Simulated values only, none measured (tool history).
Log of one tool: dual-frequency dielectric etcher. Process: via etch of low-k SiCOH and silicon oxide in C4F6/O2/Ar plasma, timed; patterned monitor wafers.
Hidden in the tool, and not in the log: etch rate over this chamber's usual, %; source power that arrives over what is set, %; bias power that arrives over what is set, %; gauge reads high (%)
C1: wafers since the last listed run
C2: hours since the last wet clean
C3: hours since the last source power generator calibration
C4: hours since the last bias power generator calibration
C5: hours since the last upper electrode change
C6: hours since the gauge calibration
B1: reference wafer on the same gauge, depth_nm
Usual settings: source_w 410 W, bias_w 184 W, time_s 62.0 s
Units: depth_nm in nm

run 1 day=0.000 | source_w=410 bias_w=184 time_s=55.5 | C1=0 C2=2.4 C3=3650.8 C4=3070.4 C5=2106.9 C6=1258.6 | B1=206.6 | depth_nm=147.8
run 2 day=1.458 | source_w=410 bias_w=184 time_s=55.5 | C1=437 C2=37.4 C3=3685.8 C4=3105.4 C5=2141.9 C6=1293.6 | B1=206.0 | depth_nm=148.1
run 3 day=1.975 | source_w=410 bias_w=184 time_s=62.0 | C1=155 C2=49.8 C3=3698.2 C4=3117.8 C5=2154.3 C6=1306.0 | B1=205.7 | depth_nm=165.7
run 4 day=3.050 | source_w=410 bias_w=184 time_s=62.0 | C1=322 C2=75.6 C3=3724.0 C4=3143.6 C5=2180.1 C6=1331.8 | B1=206.0 | depth_nm=165.0
run 5 day=4.017 | source_w=410 bias_w=184 time_s=62.0 | C1=290 C2=98.8 C3=3747.2 C4=3166.8 C5=2203.3 C6=1355.0 | B1=206.0 | depth_nm=165.5
run 6 day=5.217 | source_w=410 bias_w=202 time_s=68.0 | C1=360 C2=127.6 C3=3776.0 C4=3195.6 C5=2232.1 C6=1383.8 | B1=206.1 | depth_nm=188.5
run 7 day=6.225 | source_w=410 bias_w=207 time_s=62.0 | C1=302 C2=151.8 C3=3800.2 C4=3219.8 C5=2256.3 C6=1408.0 | B1=206.1 | depth_nm=173.1
run 8 day=7.338 | source_w=480 bias_w=161 time_s=62.0 | C1=334 C2=178.5 C3=3826.9 C4=3246.5 C5=2283.0 C6=1434.7 | B1=205.6 | depth_nm=169.1
-- day=8.762 gauge calibrated
run 9 day=10.321 | source_w=410 bias_w=184 time_s=62.0 | C1=895 C2=250.1 C3=3898.5 C4=3318.1 C5=2354.6 C6=37.4 | B1=206.2 | depth_nm=167.2
run 10 day=11.392 | source_w=410 bias_w=166 time_s=62.0 | C1=321 C2=275.8 C3=3924.2 C4=3343.8 C5=2380.3 C6=63.1 | B1=205.9 | depth_nm=159.8
run 11 day=12.604 | source_w=470 bias_w=184 time_s=62.0 | C1=364 C2=304.9 C3=3953.3 C4=3372.9 C5=2409.4 C6=92.2 | B1=206.2 | depth_nm=179.7
-- day=14.317 wet clean of the chamber, repeated, since the last time left the tool worse
run 12 day=14.338 | source_w=450 bias_w=167 time_s=56.5 | C1=220 C2=0.5 C3=3994.9 C4=3414.5 C5=2451.0 C6=133.8 | B1=205.8 | depth_nm=157.5
run 13 day=14.575 | source_w=410 bias_w=206 time_s=62.0 | C1=71 C2=6.2 C3=4000.6 C4=3420.2 C5=2456.7 C6=139.5 | B1=206.3 | depth_nm=179.9
run 14 day=15.496 | source_w=480 bias_w=205 time_s=62.0 | C1=276 C2=28.3 C3=4022.7 C4=3442.3 C5=2478.8 C6=161.6 | B1=205.6 | depth_nm=195.2
run 15 day=16.212 | source_w=380 bias_w=220 time_s=54.0 | C1=215 C2=45.5 C3=4039.9 C4=3459.5 C5=2496.0 C6=178.8 | B1=206.4 | depth_nm=156.5

Run 16 comes next. What will it give?
run 16 day=16.817 | source_w=410 bias_w=204 time_s=80.0 | C1=181 C2=60.0 C3=4054.4 C4=3474.0 C5=2510.5 C6=193.3 | B1=? | depth_nm=?

Run 16 gave B1 206.2, depth_nm 234.1 nm.
Without the tool's hidden state the same run would have given depth_nm 233.5 nm.
